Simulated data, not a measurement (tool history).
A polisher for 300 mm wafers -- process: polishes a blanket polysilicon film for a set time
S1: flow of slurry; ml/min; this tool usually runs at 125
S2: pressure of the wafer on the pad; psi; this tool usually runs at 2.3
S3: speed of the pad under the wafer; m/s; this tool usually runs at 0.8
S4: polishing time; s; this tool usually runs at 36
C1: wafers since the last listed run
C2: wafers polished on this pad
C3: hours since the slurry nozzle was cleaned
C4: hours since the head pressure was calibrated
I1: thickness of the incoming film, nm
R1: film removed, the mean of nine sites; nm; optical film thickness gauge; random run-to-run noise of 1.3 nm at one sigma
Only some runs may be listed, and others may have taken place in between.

| run | hour | S1 | S2 | S3 | S4 | C1 | C2 | C3 | C4 | I1 | R1 |
|---|---|---|---|---|---|---|---|---|---|---|---|
| 1 | 0 | 95 | 2.3 | 0.9 | 36 | 0 | 2543 | 75.7 | 460.8 | 2231.4 | 153.3 |
| 2 | 26.8 | 95 | 2.3 | 0.9 | 36 | 289 | 2832 | 102.5 | 487.6 | 2197 | 153.2 |
| 3 | 54.3 | 95 | 2.3 | 0.9 | 36 | 296 | 3129 | 130 | 515.1 | 2217.1 | 150.9 |
| 4 | 118 | 125 | 2.9 | 0.8 | 36 | 687 | 3816 | 193.7 | 578.8 | 2251.4 | 176.1 |
| 5 | 176.2 | 125 | 2.9 | 0.8 | 36 | 628 | 4445 | 251.9 | 637 | 2200 | 177.4 |
| 6 | 246.5 | 125 | 2.9 | 0.8 | 36 | 758 | 5204 | 322.2 | 707.3 | 2201.9 | 177.1 |
|  | 278.9 | worn pad replaced by a new one |
| 7 | 302.8 | 125 | 2.3 | 0.8 | 36 | 564 | 258 | 378.5 | 763.6 | 2221.1 | 153 |
| 8 | 354.2 | 125 | 2.3 | 0.8 | 36 | 554 | 813 | 429.9 | 815 | 2228.6 | 149.8 |
| 9 | 381.7 | 125 | 2.3 | 0.8 | 36 | 296 | 1109 | 457.4 | 842.5 | 2185.8 | 150.1 |
| 10 | 449.8 | 125 | 2.3 | 0.8 | 36 | 735 | 1845 | 525.5 | 910.6 | 2224.2 | 145.8 |
| 11 | 483.6 | 125 | 2.3 | 0.8 | 36 | 364 | 2209 | 559.3 | 944.4 | 2182.6 | 145.7 |
|  | 485.7 | head pressure recalibrated |
| 12 | 511.4 | 125 | 2.3 | 0.8 | 36 | 278 | 2488 | 587.1 | 25.7 | 2198 | 144.4 |
|  | 514.1 | slurry nozzle cleaned |
| 13 | 557.2 | 125 | 2.3 | 0.8 | 36 | 483 | 2972 | 43.1 | 71.5 | 2248.2 | 143.7 |
| 14 | 590.2 | 160 | 2.3 | 0.96 | 36 | 356 | 3328 | 76.1 | 104.5 | 2228.6 | 178.1 |
| 15 | 642.2 | 160 | 2.3 | 0.96 | 36 | 561 | 3889 | 128.1 | 156.5 | 2245.6 | 180.1 |
| 16 | 708.6 | 160 | 2.3 | 0.96 | 36 | 716 | 4606 | 194.5 | 222.9 | 2191.8 | 177.6 |
|  | 766.6 | worn pad replaced by a new one |
| 17 | 771.9 | 85 | 2.3 | 0.8 | 36 | 640 | 57 | 257.8 | 286.2 | 2252.6 | 140.1 |
| 18 | 827.7 | 95 | 2.3 | 0.66 | 36 | 602 | 659 | 313.6 | 342 | 2257 | 117.8 |
| 19 | 870.7 | 125 | 3.1 | 0.7 | 25 | 464 | 1123 | 356.6 | 385 | 2182.5 | 123.3 |
| 20 | 932.3 | 125 | 2.3 | 0.8 | 36 | 664 | 1788 | 418.2 | 446.6 | 2244.6 | 146.2 |
|  | 956.1 | slurry nozzle cleaned |
| 21 | 966.1 | 165 | 2.3 | 0.8 | 25 | 354 | 2142 | 10 | 480.4 | 2259.9 | 104.7 |
| 22 | 1031.9 | 125 | 2.3 | 0.72 | 36 | 710 | 2852 | 75.8 | 546.2 | 2173.7 | 130 |
| 23 | 1060.5 | 160 | 2.3 | 0.8 | 48 | 308 | 3161 | 104.4 | 574.8 | 2206.8 | 195.3 |
| 24 | 1102.6 | 125 | 2.8 | 0.8 | 36 | 454 | 3616 | 146.5 | 616.9 | 2219.8 | 171.5 |
| 25 | 1136.6 | 125 | 2.3 | 0.58 | 36 | 367 | 3983 | 180.5 | 650.9 | 2219 | 103.6 |
| 26 | 1189.2 | 125 | 2.3 | 0.8 | 36 | 567 | 4550 | 233.1 | 703.5 | 2251.5 | 141.9 |
|  | 1356 | worn pad replaced by a new one |
| 27 | 1364.1 | 125 | 2.3 | 0.8 | 36 | 1844 | 87 | 408 | 878.4 | 2224.6 | 154.7 |
| 28 | 1395.8 | 100 | 2.6 | 0.8 | 36 | 342 | 429 | 439.7 | 910.1 | 2260.7 | 166.5 |
|  | 1509.1 | slurry nozzle cleaned |
| 29 | 1514.1 | 125 | 2.3 | 0.8 | 36 | 1266 | 1695 | 5 | 1028.4 | 2228.8 | 145.4 |
|  | 1525.5 | head pressure recalibrated |
| 30 | 1671.8 | 125 | 2.3 | 0.8 | 36 | 1680 | 3376 | 162.7 | 146.3 | 2220.1 | 144.1 |
| 31 | 1699.8 | 125 | 2.3 | 0.7 | 28 | 302 | 3678 | 190.7 | 174.3 | 2216.2 | 96.9 |
| 32 | 1764.6 | 160 | 2.6 | 0.88 | 26 | 699 | 4377 | 255.5 | 239.1 | 2203.4 | 133.5 |
| 33 | 1815 | 125 | 2.3 | 0.8 | 25 | 544 | 4921 | 305.9 | 289.5 | 2202.6 | 99.2 |
| 34 | 1882 | 125 | 2.6 | 0.98 | 36 | 723 | 5645 | 372.9 | 356.5 | 2190.7 | 195.4 |
| 35 | 1928 | 100 | 1.9 | 0.8 | 36 | 496 | 6141 | 418.9 | 402.5 | 2201.8 | 111.4 |
|  | 1942.6 | worn pad replaced by a new one |
| 36 | 1976.9 | 145 | 3 | 0.94 | 46 | 484 | 370 | 467.8 | 451.4 | 2177.3 | 309.7 |
|  | 2096.2 | slurry nozzle cleaned |
| 37 | 2142.9 | 125 | 2.3 | 0.8 | 36 | 1781 | 2151 | 46.7 | 617.4 | 2252.2 | 145.4 |
| 38 | 2192.4 | 125 | 2.3 | 0.8 | 36 | 534 | 2685 | 96.2 | 666.9 | 2206.3 | 143.2 |

What the log doesn't show, run by run:
slurry flow missing at the pad, %: 0 in every run
deviation of the head's pressure from its setpoint, %: 0 in every run
H1: removal rate lost through wear of the pad, %
| run | H1 |
|---|---|
| 1 | 8.94 |
| 2 | 9.29 |
| 3 | 9.6 |
| 4 | 10.2 |
| 5 | 10.5 |
| 6 | 10.8 |
| 7 | 1.62 |
| 8 | 3.82 |
| 9 | 4.76 |
| 10 | 6.52 |
| 11 | 7.16 |
| 12 | 7.6 |
| 13 | 8.19 |
| 14 | 8.53 |
| 15 | 8.95 |
| 16 | 9.32 |
| 17 | 0.895 |
| 18 | 3.53 |
| 19 | 5.05 |
| 20 | 6.65 |
| 21 | 7.32 |
| 22 | 8.29 |
| 23 | 8.61 |
| 24 | 8.99 |
| 25 | 9.24 |
| 26 | 9.54 |
| 27 | 1.18 |
| 28 | 2.76 |
| 29 | 6.62 |
| 30 | 8.96 |
| 31 | 9.19 |
| 32 | 9.6 |
| 33 | 9.83 |
| 34 | 10 |
| 35 | 10.2 |
| 36 | 2.27 |
| 37 | 7.23 |
| 38 | 7.99 |
